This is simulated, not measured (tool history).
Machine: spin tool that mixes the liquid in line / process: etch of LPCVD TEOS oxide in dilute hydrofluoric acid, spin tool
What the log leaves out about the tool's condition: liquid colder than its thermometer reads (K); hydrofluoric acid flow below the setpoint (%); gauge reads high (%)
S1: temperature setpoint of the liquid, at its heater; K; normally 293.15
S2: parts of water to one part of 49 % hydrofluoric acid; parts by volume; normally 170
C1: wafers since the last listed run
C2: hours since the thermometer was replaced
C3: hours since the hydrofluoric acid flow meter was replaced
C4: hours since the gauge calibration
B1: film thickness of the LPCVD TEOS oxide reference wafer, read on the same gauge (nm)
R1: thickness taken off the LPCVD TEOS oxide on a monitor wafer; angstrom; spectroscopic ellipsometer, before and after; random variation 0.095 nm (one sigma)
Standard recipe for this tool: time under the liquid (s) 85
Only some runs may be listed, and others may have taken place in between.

run 1 hour=0 | S1=291.15 S2=120 time_under_the_liquid_(s)=85 | C1=0 C2=1629.3 C3=2496.6 C4=477.3 | B1=29.98 | R1=244.1
run 2 hour=22.6 | S1=291.15 S2=120 time_under_the_liquid_(s)=85 | C1=166 C2=1651.9 C3=2519.2 C4=499.9 | B1=29.99 | R1=243
run 3 hour=53.8 | S1=291.15 S2=120 time_under_the_liquid_(s)=85 | C1=230 C2=1683.1 C3=2550.4 C4=531.1 | B1=29.99 | R1=244.9
-- hour=66.3 hydrofluoric acid flow meter replaced
run 4 hour=73.4 | S1=297.15 S2=170 time_under_the_liquid_(s)=85 | C1=137 C2=1702.7 C3=7.1 C4=550.7 | B1=29.97 | R1=219.2
-- hour=77.2 thermometer replaced
run 5 hour=108.6 | S1=293.15 S2=170 time_under_the_liquid_(s)=60 | C1=252 C2=31.4 C3=42.3 C4=585.9 | B1=29.98 | R1=131.9
run 6 hour=125.6 | S1=293.15 S2=170 time_under_the_liquid_(s)=60 | C1=125 C2=48.4 C3=59.3 C4=602.9 | B1=29.99 | R1=130.9
run 7 hour=157.9 | S1=295.65 S2=170 time_under_the_liquid_(s)=85 | C1=238 C2=80.7 C3=91.6 C4=635.2 | B1=30 | R1=203.7
run 8 hour=180.5 | S1=295.65 S2=170 time_under_the_liquid_(s)=85 | C1=166 C2=103.3 C3=114.2 C4=657.8 | B1=29.99 | R1=206.3
run 9 hour=208.3 | S1=291.15 S2=170 time_under_the_liquid_(s)=85 | C1=205 C2=131.1 C3=142 C4=685.6 | B1=30.03 | R1=171.9
run 10 hour=224.3 | S1=293.15 S2=110 time_under_the_liquid_(s)=85 | C1=118 C2=147.1 C3=158 C4=701.6 | B1=30.03 | R1=304.8
run 11 hour=256.1 | S1=291.65 S2=170 time_under_the_liquid_(s)=65 | C1=234 C2=178.9 C3=189.8 C4=733.4 | B1=30.01 | R1=132.2
run 12 hour=272.4 | S1=293.15 S2=170 time_under_the_liquid_(s)=85 | C1=120 C2=195.2 C3=206.1 C4=749.7 | B1=30 | R1=186.4
run 13 hour=294 | S1=293.15 S2=230 time_under_the_liquid_(s)=85 | C1=159 C2=216.8 C3=227.7 C4=771.3 | B1=30.03 | R1=129.4
run 14 hour=329.5 | S1=290.15 S2=200 time_under_the_liquid_(s)=100 | C1=262 C2=252.3 C3=263.2 C4=806.8 | B1=29.99 | R1=159.8
run 15 hour=348.1 | S1=291.15 S2=195 time_under_the_liquid_(s)=125 | C1=137 C2=270.9 C3=281.8 C4=825.4 | B1=30.01 | R1=214.4
run 16 hour=375.9 | S1=291.65 S2=170 time_under_the_liquid_(s)=85 | C1=205 C2=298.7 C3=309.6 C4=853.2 | B1=30 | R1=175.6
run 17 hour=395.6 | S1=293.15 S2=170 time_under_the_liquid_(s)=85 | C1=145 C2=318.4 C3=329.3 C4=872.9 | B1=30 | R1=185.6
run 18 hour=420.5 | S1=293.15 S2=90 time_under_the_liquid_(s)=85 | C1=183 C2=343.3 C3=354.2 C4=897.8 | B1=30.02 | R1=381.2
run 19 hour=444.3 | S1=295.65 S2=170 time_under_the_liquid_(s)=85 | C1=175 C2=367.1 C3=378 C4=921.6 | B1=30.02 | R1=204
run 20 hour=467.5 | S1=293.15 S2=170 time_under_the_liquid_(s)=85 | C1=171 C2=390.3 C3=401.2 C4=944.8 | B1=30 | R1=185.2
run 21 hour=498.4 | S1=290.15 S2=225 time_under_the_liquid_(s)=60 | C1=228 C2=421.2 C3=432.1 C4=975.7 | B1=29.96 | R1=83.8
run 22 hour=520 | S1=296.15 S2=95 time_under_the_liquid_(s)=125 | C1=159 C2=442.8 C3=453.7 C4=997.3 | B1=30.01 | R1=597.2
run 23 hour=571.2 | S1=290.15 S2=240 time_under_the_liquid_(s)=100 | C1=378 C2=494 C3=504.9 C4=1048.5 | B1=30.01 | R1=127.4
-- hour=592.4 gauge calibrated
run 24 hour=601.2 | S1=293.15 S2=230 time_under_the_liquid_(s)=45 | C1=221 C2=524 C3=534.9 C4=8.8 | B1=29.96 | R1=67.6
run 25 hour=623.8 | S1=293.15 S2=150 time_under_the_liquid_(s)=85 | C1=166 C2=546.6 C3=557.5 C4=31.4 | B1=29.98 | R1=214
run 26 hour=644.3 | S1=294.15 S2=170 time_under_the_liquid_(s)=85 | C1=151 C2=567.1 C3=578 C4=51.9 | B1=29.98 | R1=191.5
run 27 hour=673.3 | S1=294.65 S2=200 time_under_the_liquid_(s)=40 | C1=214 C2=596.1 C3=607 C4=80.9 | B1=29.98 | R1=76.5
run 28 hour=697.9 | S1=297.15 S2=170 time_under_the_liquid_(s)=115 | C1=181 C2=620.7 C3=631.6 C4=105.5 | B1=30.01 | R1=289.4
run 29 hour=730.1 | S1=293.15 S2=130 time_under_the_liquid_(s)=85 | C1=237 C2=652.9 C3=663.8 C4=137.7 | B1=30 | R1=250.9
run 30 hour=744.4 | S1=293.15 S2=170 time_under_the_liquid_(s)=85 | C1=105 C2=667.2 C3=678.1 C4=152 | B1=30 | R1=184.6
run 31 hour=835.6 | S1=293.15 S2=170 time_under_the_liquid_(s)=85 | C1=673 C2=758.4 C3=769.3 C4=243.2 | B1=30.02 | R1=182.2
run 32 hour=860.5 | S1=293.15 S2=170 time_under_the_liquid_(s)=85 | C1=183 C2=783.3 C3=794.2 C4=268.1 | B1=30 | R1=183.1

Consider 5 possible next runs. They are alternatives, not a sequence: every one starts from the tool as it was left by run 32. What does each give?
run A hour=860.9 | S1=293.15 S2=170 time_under_the_liquid_(s)=85 | C1=2 C2=783.7 C3=794.6 C4=268.5 | B1=? | R1=?
run B hour=860.9 | S1=290.15 S2=170 time_under_the_liquid_(s)=115 | C1=2 C2=783.7 C3=794.6 C4=268.5 | B1=? | R1=?
run C hour=860.9 | S1=295.65 S2=205 time_under_the_liquid_(s)=45 | C1=2 C2=783.7 C3=794.6 C4=268.5 | B1=? | R1=?
run D hour=860.9 | S1=290.15 S2=105 time_under_the_liquid_(s)=105 | C1=2 C2=783.7 C3=794.6 C4=268.5 | B1=? | R1=?
run E hour=860.9 | S1=295.15 S2=170 time_under_the_liquid_(s)=130 | C1=2 C2=783.7 C3=794.6 C4=268.5 | B1=? | R1=?

run=A B1=29.96 R1=183.2
run=B B1=29.96 R1=219.9
run=C B1=29.96 R1=85.4
run=D B1=29.96 R1=347
run=E B1=29.96 R1=302.8
Without the tool's hidden state the same runs would have given:
run=A R1=187.4
run=B R1=224.9
run=C R1=87.4
run=D R1=354.5
run=E R1=309.8

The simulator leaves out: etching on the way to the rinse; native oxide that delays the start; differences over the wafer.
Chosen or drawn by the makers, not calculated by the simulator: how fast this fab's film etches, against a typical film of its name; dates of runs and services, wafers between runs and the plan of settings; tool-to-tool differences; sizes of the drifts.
